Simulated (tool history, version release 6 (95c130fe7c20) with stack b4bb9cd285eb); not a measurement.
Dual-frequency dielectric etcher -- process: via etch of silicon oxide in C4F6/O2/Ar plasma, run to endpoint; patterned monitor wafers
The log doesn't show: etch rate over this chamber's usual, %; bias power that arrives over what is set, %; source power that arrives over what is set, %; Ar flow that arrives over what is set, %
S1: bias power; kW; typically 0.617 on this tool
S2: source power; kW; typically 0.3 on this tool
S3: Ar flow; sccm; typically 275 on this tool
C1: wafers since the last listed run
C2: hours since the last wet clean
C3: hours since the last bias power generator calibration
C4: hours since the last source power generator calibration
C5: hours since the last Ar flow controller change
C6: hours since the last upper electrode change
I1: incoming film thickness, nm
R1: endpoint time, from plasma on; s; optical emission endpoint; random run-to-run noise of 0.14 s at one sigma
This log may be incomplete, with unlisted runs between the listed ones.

| run | hour | S1 | S2 | S3 | C1 | C2 | C3 | C4 | C5 | C6 | I1 | R1 |
|---|---|---|---|---|---|---|---|---|---|---|---|---|
| 1 | 0 | 0.617 | 0.34 | 275 | 0 | 156.7 | 1390.6 | 551.5 | 1919.1 | 2559.3 | 102.2 | 21.5 |
| 2 | 60.9 | 0.617 | 0.34 | 275 | 519 | 217.6 | 1451.5 | 612.4 | 1980 | 2620.2 | 102.1 | 22 |
| 3 | 110.7 | 0.617 | 0.34 | 275 | 424 | 267.4 | 1501.3 | 662.2 | 2029.8 | 2670 | 102.6 | 22 |
| 4 | 176.9 | 0.617 | 0.3 | 275 | 564 | 333.6 | 1567.5 | 728.4 | 2096 | 2736.2 | 102.7 | 22.7 |
| 5 | 272.2 | 0.617 | 0.3 | 275 | 812 | 428.9 | 1662.8 | 823.7 | 2191.3 | 2831.5 | 102.8 | 23 |
| 6 | 315.9 | 0.617 | 0.3 | 275 | 372 | 472.6 | 1706.5 | 867.4 | 2235 | 2875.2 | 102.5 | 22.7 |
|  | 360.6 | wet clean of the chamber |
| 7 | 380.3 | 0.617 | 0.3 | 247 | 344 | 19.7 | 1770.9 | 931.8 | 2299.4 | 2939.6 | 101.6 | 21.8 |
| 8 | 465.9 | 0.617 | 0.3 | 247 | 729 | 105.3 | 1856.5 | 1017.4 | 2385 | 3025.2 | 103 | 22 |
|  | 593.3 | upper electrode replaced |
| 9 | 715.8 | 0.617 | 0.3 | 275 | 1926 | 355.2 | 2106.4 | 1267.3 | 2634.9 | 122.5 | 102.5 | 22.8 |
| 10 | 812.5 | 0.617 | 0.3 | 275 | 824 | 451.9 | 2203.1 | 1364 | 2731.6 | 219.2 | 102.5 | 23.2 |
|  | 858.1 | Ar flow controller replaced |
| 11 | 889.1 | 0.617 | 0.3 | 275 | 602 | 528.5 | 2279.7 | 1440.6 | 31 | 295.8 | 102.4 | 23 |
|  | 944.4 | wet clean of the chamber |
| 12 | 978.5 | 0.617 | 0.3 | 275 | 557 | 34.1 | 2369.1 | 1530 | 120.4 | 385.2 | 101.7 | 22.3 |
| 13 | 1069.9 | 0.617 | 0.3 | 275 | 779 | 125.5 | 2460.5 | 1621.4 | 211.8 | 476.6 | 101.7 | 22.3 |
| 14 | 1142.7 | 0.617 | 0.34 | 275 | 620 | 198.3 | 2533.3 | 1694.2 | 284.6 | 549.4 | 103.1 | 22.1 |
| 15 | 1209.4 | 0.486 | 0.3 | 253 | 568 | 265 | 2600 | 1760.9 | 351.3 | 616.1 | 102.2 | 23.8 |
| 16 | 1315.3 | 0.617 | 0.3 | 275 | 903 | 370.9 | 2705.9 | 1866.8 | 457.2 | 722 | 101.8 | 22.8 |
|  | 1400.6 | source power generator calibrated |
| 17 | 1401.3 | 0.724 | 0.34 | 319 | 699 | 456.9 | 2791.9 | 0.7 | 543.2 | 808 | 103.3 | 21.6 |
| 18 | 1477.4 | 0.617 | 0.3 | 275 | 648 | 533 | 2868 | 76.8 | 619.3 | 884.1 | 103.9 | 23.8 |
|  | 1508 | wet clean of the chamber |
| 19 | 1561.4 | 0.727 | 0.3 | 321 | 511 | 53.4 | 2952 | 160.8 | 703.3 | 968.1 | 103.5 | 21.5 |
|  | 1566.7 | bias power generator calibrated |
| 20 | 1626 | 0.769 | 0.26 | 275 | 516 | 118 | 59.3 | 225.4 | 767.9 | 1032.7 | 102.3 | 21.5 |
| 21 | 1689.2 | 0.617 | 0.3 | 275 | 538 | 181.2 | 122.5 | 288.6 | 831.1 | 1095.9 | 101.5 | 22.3 |
| 22 | 1727.6 | 0.617 | 0.38 | 275 | 327 | 219.6 | 160.9 | 327 | 869.5 | 1134.3 | 102.9 | 21.6 |
| 23 | 1799.4 | 0.557 | 0.3 | 275 | 612 | 291.4 | 232.7 | 398.8 | 941.3 | 1206.1 | 103 | 23.3 |
| 24 | 1876.7 | 0.617 | 0.35 | 275 | 659 | 368.7 | 310 | 476.1 | 1018.6 | 1283.4 | 102.4 | 21.9 |
| 25 | 1958.9 | 0.617 | 0.3 | 275 | 700 | 450.9 | 392.2 | 558.3 | 1100.8 | 1365.6 | 102.9 | 23 |
|  | 2005.9 | wet clean of the chamber |
| 26 | 2054.8 | 0.524 | 0.38 | 252 | 613 | 48.9 | 488.1 | 654.2 | 1196.7 | 1461.5 | 101.6 | 21.9 |
| 27 | 2120.4 | 0.617 | 0.23 | 275 | 559 | 114.5 | 553.7 | 719.8 | 1262.3 | 1527.1 | 102.2 | 23.6 |
| 28 | 2189.2 | 0.617 | 0.3 | 234 | 586 | 183.3 | 622.5 | 788.6 | 1331.1 | 1595.9 | 102.2 | 22 |
| 29 | 2248.5 | 0.617 | 0.33 | 231 | 505 | 242.6 | 681.8 | 847.9 | 1390.4 | 1655.2 | 102.3 | 22 |
| 30 | 2351.2 | 0.482 | 0.34 | 223 | 875 | 345.3 | 784.5 | 950.6 | 1493.1 | 1757.9 | 102.7 | 23.5 |

List, for all runs, the conditions of the tool that the log does not record:
bias power that arrives over what is set, %: 0 across all the runs
source power that arrives over what is set, %: 0 across all the runs
Ar flow that arrives over what is set, %: 0 across all the runs
H1: etch rate over this chamber's usual, %
| run | H1 |
|---|---|
| 1 | -1.29 |
| 2 | -1.76 |
| 3 | -2.15 |
| 4 | -2.67 |
| 5 | -3.42 |
| 6 | -3.76 |
| 7 | 0.185 |
| 8 | -0.484 |
| 9 | -2.44 |
| 10 | -3.19 |
| 11 | -3.79 |
| 12 | -0.899 |
| 13 | -1.61 |
| 14 | -2.18 |
| 15 | -2.7 |
| 16 | -3.53 |
| 17 | -4.2 |
| 18 | -4.8 |
| 19 | -0.493 |
| 20 | -0.998 |
| 21 | -1.49 |
| 22 | -1.79 |
| 23 | -2.35 |
| 24 | -2.96 |
| 25 | -3.6 |
| 26 | -0.557 |
| 27 | -1.07 |
| 28 | -1.61 |
| 29 | -2.07 |
| 30 | -2.87 |
